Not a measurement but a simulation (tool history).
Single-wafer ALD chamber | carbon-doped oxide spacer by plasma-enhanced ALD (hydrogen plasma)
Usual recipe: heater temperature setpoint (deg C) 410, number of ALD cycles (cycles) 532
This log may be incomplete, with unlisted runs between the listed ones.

run,day,heater temperature setpoint (deg C),number of ALD cycles (cycles),wafers since the last listed run,hours since the last thermocouple change,hours since the gauge calibration,"read-back reference wafer on the same gauge, thickness_nm",mean film thickness on the monitor wafer (nm)
1,0,410,532,0,1746.9,552.2,31.492,28.03
2,1.183,410,532,20,1775.3,580.6,31.506,28.125
3,2.575,410,532,24,1808.7,614,31.52,28.04
4,3.404,414,532,14,1828.6,633.9,31.542,27.582
5,4.354,413,532,16,1851.4,656.7,31.523,27.898
6,5.792,413,532,25,1885.9,691.2,31.485,27.718
7,6.912,410,532,19,1912.8,718.1,31.486,28.087
8,7.808,410,532,15,1934.3,739.6,31.508,28.11
9,11.125,410,532,57,2013.9,819.2,31.487,28.128
10,14.004,410,532,50,2083,888.3,31.494,28.212
11,15.446,403,559,25,2117.6,922.9,31.535,29.749
# day 16.638: gauge calibrated
12,16.888,403,559,25,2152.2,6,31.493,29.786
13,17.85,410,532,16,2175.3,29.1,31.495,28.035
14,18.558,410,532,12,2192.3,46.1,31.498,28.17
15,20.392,410,532,31,2236.3,90.1,31.517,28.031
16,21.483,410,532,19,2262.5,116.3,31.496,28.117
17,22.971,410,532,25,2298.2,152,31.505,27.988
18,24.408,410,532,25,2332.7,186.5,31.493,28.282
19,25.167,398,532,13,2350.9,204.7,31.492,28.299
20,26.088,405,497,16,2373,226.8,31.462,26.525
21,27.188,410,468,19,2399.4,253.2,31.495,24.605
22,28.192,417,562,17,2423.5,277.3,31.54,29.013
23,29.588,410,532,24,2457,310.8,31.499,28.247
24,30.629,410,532,18,2482,335.8,31.527,28.214
25,31.796,410,571,20,2510,363.8,31.53,30.16
26,33.183,410,462,24,2543.3,397.1,31.525,24.373
# day 34.721: thermocouple changed; heater temperature recalibrated
27,36.371,416,484,49,39.6,473.6,31.482,24.501
28,37.454,399,610,18,65.6,499.6,31.495,32.538
29,38.375,410,588,16,87.7,521.7,31.494,30.541
30,39.483,413,532,19,114.3,548.3,31.472,27.168
31,40.525,410,532,18,139.3,573.3,31.499,27.685
32,41.329,410,565,14,158.6,592.6,31.486,29.246
33,41.938,419,428,10,173.2,607.2,31.494,21.427
34,42.858,403,448,16,195.3,629.3,31.48,23.866
35,43.554,416,532,12,212,646,31.496,26.994
36,44.096,404,596,9,225,659,31.515,31.482
37,44.671,410,532,10,238.8,672.8,31.487,27.628
38,45.404,402,427,12,256.4,690.4,31.513,22.736
39,47.929,422,450,43,317,751,31.527,22.481

What if the next run were any one of these 5? Each begins from the tool's condition after run 39:
A,47.979,410,532,0,318.2,752.2,?,?
B,47.979,421,638,0,318.2,752.2,?,?
C,47.979,420,611,0,318.2,752.2,?,?
D,47.979,424,426,0,318.2,752.2,?,?
E,47.979,425,480,0,318.2,752.2,?,?

run,"read-back reference wafer on the same gauge, thickness_nm",mean film thickness on the monitor wafer (nm)
A,31.486,27.681
B,31.486,31.916
C,31.486,30.677
D,31.486,21.078
E,31.486,23.662
Take away the tool's hidden state, keep each run's random variation, and the runs would have read:
run,mean film thickness on the monitor wafer (nm)
A,27.511
B,31.713
C,30.482
D,20.942
E,23.509
